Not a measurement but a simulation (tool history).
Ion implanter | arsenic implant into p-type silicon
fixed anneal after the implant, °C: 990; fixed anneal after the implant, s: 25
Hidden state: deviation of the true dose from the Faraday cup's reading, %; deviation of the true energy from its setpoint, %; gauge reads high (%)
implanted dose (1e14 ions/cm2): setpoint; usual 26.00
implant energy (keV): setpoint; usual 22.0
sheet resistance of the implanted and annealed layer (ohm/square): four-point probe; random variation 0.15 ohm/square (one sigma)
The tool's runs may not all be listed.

run    hour  implanted dose (1e14 ions/cm2)  implant energy (keV)  wafers since the last listed run  hours since the last dose calibration  hours since the extraction supply was calibrated  hours since the gauge calibration  read-back reference wafer on the same gauge, sheet resistance  sheet resistance of the implanted and annealed layer (ohm/square)
  1     0.0                           26.00                  22.0                                 0                                  161.3                                            4403.8                             1659.1                                                         112.02                                                             101.42
  2    72.8                           26.00                  22.0                              1093                                  234.1                                            4476.6                             1731.9                                                         112.00                                                             101.34
  3   136.8                           26.00                  22.0                               961                                  298.1                                            4540.6                             1795.9                                                         111.93                                                             101.64
  4   196.6                           26.00                  22.0                               898                                  357.9                                            4600.4                             1855.7                                                         111.98                                                             101.49
  5   244.9                           26.00                  19.0                               725                                  406.2                                            4648.7                             1904.0                                                         112.03                                                             107.30
  6   314.1                           26.00                  22.0                              1039                                  475.4                                            4717.9                             1973.2                                                         112.07                                                             101.59
  7   411.6                           26.00                  22.0                              1464                                  572.9                                            4815.4                             2070.7                                                         112.04                                                             101.92
  8   497.5                           26.00                  22.0                              1290                                  658.8                                            4901.3                             2156.6                                                         112.01                                                             101.56
  9   596.3                           26.00                  22.0                              1484                                  757.6                                            5000.1                             2255.4                                                         112.01                                                             101.98
      681.5  -- Faraday cup replaced and dose calibrated
      686.3  -- gauge calibrated
 10   691.2                           24.41                  22.0                              1305                                    9.7                                            5095.0                                4.9                                                         112.00                                                             102.09
 11   765.9                           24.41                  22.0                              1122                                   84.4                                            5169.7                               79.6                                                         112.01                                                             102.23
 12  1066.2                           26.00                  22.0                              4511                                  384.7                                            5470.0                              379.9                                                         111.92                                                             101.60
 13  1111.1                           26.00                  17.0                               674                                  429.6                                            5514.9                              424.8                                                         112.03                                                             111.39
     1149.2  -- extraction supply calibrated
 14  1199.5                           24.41                  22.0                              1207                                  518.0                                              50.3                              513.2                                                         112.03                                                             101.17
 15  1351.9                           23.73                  18.0                              2289                                  670.4                                             202.7                              665.6                                                         112.01                                                             109.44
 16  1401.7                           26.00                  22.0                               748                                  720.2                                             252.5                              715.4                                                         112.00                                                             100.50
 17  1471.5                           29.28                  29.0                              1048                                  790.0                                             322.3                              785.2                                                         112.03                                                              88.08
 18  1562.6                           29.52                  24.0                              1368                                  881.1                                             413.4                              876.3                                                         112.01                                                              95.73
     1597.0  -- Faraday cup replaced and dose calibrated
 19  1637.0                           30.05                  28.0                               997                                   40.0                                             487.8                              950.7                                                         112.03                                                              88.83
 20  1685.0                           22.23                  16.0                               721                                   88.0                                             535.8                              998.7                                                         112.01                                                             114.52
 21  1757.7                           26.00                  26.5                              1092                                  160.7                                             608.5                             1071.4                                                         112.01                                                              92.67
 22  1841.1                           26.00                  17.5                              1252                                  244.1                                             691.9                             1154.8                                                         112.00                                                             109.23
 23  1946.5                           19.29                  18.0                              1583                                  349.5                                             797.3                             1260.2                                                         111.98                                                             112.74
 24  2049.1                           26.00                  22.0                              1541                                  452.1                                             899.9                             1362.8                                                         111.95                                                             100.42
 25  2098.2                           21.70                  22.0                               737                                  501.2                                             949.0                             1411.9                                                         111.98                                                             103.14
 26  2197.0                           32.44                  22.0                              1484                                  600.0                                            1047.8                             1510.7                                                         112.03                                                              98.10

Forecast each of these 3 alternatives for the next run:
  A  2197.4                           26.00                  22.0                                 6                                  600.4                                            1048.2                             1511.1                                                              ?                                                                  ?
  B  2197.4                           19.31                  22.0                                 6                                  600.4                                            1048.2                             1511.1                                                              ?                                                                  ?
  C  2197.4                           22.99                  15.5                                 6                                  600.4                                            1048.2                             1511.1                                                              ?                                                                  ?

run  read-back reference wafer on the same gauge, sheet resistance  sheet resistance of the implanted and annealed layer (ohm/square)
  A                                                         112.01                                                             100.67
  B                                                         112.01                                                             105.29
  C                                                         112.01                                                             115.56
Without the tool's hidden state the same runs would have given:
run  sheet resistance of the implanted and annealed layer (ohm/square)
  A                                                             100.34
  B                                                             104.63
  C                                                             115.03
